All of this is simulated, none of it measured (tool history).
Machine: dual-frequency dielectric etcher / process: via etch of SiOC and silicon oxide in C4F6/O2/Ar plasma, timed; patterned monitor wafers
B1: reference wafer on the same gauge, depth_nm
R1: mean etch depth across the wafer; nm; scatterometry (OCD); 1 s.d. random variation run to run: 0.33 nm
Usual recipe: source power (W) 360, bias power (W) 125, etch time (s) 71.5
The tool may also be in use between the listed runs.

Run 1, hour 0: usual settings but bias power (W) 103; B1 52.6. Result: R1 61.2 nm.
Run 2, hour 29.5: usual settings but bias power (W) 103; B1 52.6. Result: R1 61.2 nm.
At hour 48.8: gauge calibrated.
Run 3, hour 85.7: usual settings but bias power (W) 103; B1 52.7. Result: R1 61.8 nm.
Run 4, hour 106: usual settings; B1 52.7. Result: R1 64.3 nm.
Run 5, hour 124: usual settings; B1 52.7. Result: R1 64.7 nm.
Run 6, hour 137.8: usual settings; B1 52.6. Result: R1 64.7 nm.
Run 7, hour 155.7: usual settings but bias power (W) 135; B1 52.6. Result: R1 65.6 nm.
Run 8, hour 185.9: usual settings but bias power (W) 105; B1 52.7. Result: R1 61.8 nm.
Run 9, hour 207.8: usual settings but source power (W) 310, bias power (W) 113, etch time (s) 91; B1 52.7. Result: R1 77.7 nm.
Run 10, hour 241.6: usual settings but source power (W) 410; B1 52.8. Result: R1 67.6 nm.
At hour 270.4: gauge calibrated.
At hour 274.1: wet clean of the chamber.
At hour 274.1: source power generator calibrated.
At hour 282.8: bias power generator calibrated.
At hour 293.9: upper electrode replaced, of another model than before.
Run 11, hour 294.4: usual settings; B1 52.8. Result: R1 62.6 nm.
Run 12, hour 297.7: usual settings but source power (W) 440, bias power (W) 144; B1 52.7. Result: R1 69.7 nm.

Predict the results of run 13:
Run 13, hour 329.8: usual settings but bias power (W) 105; B1 ?. Result: R1 ?.

{"run 13": {"B1": 52.7, "R1": 59.3}}
The same run, on a tool lacking any hidden state, would have yielded R1 59 nm.
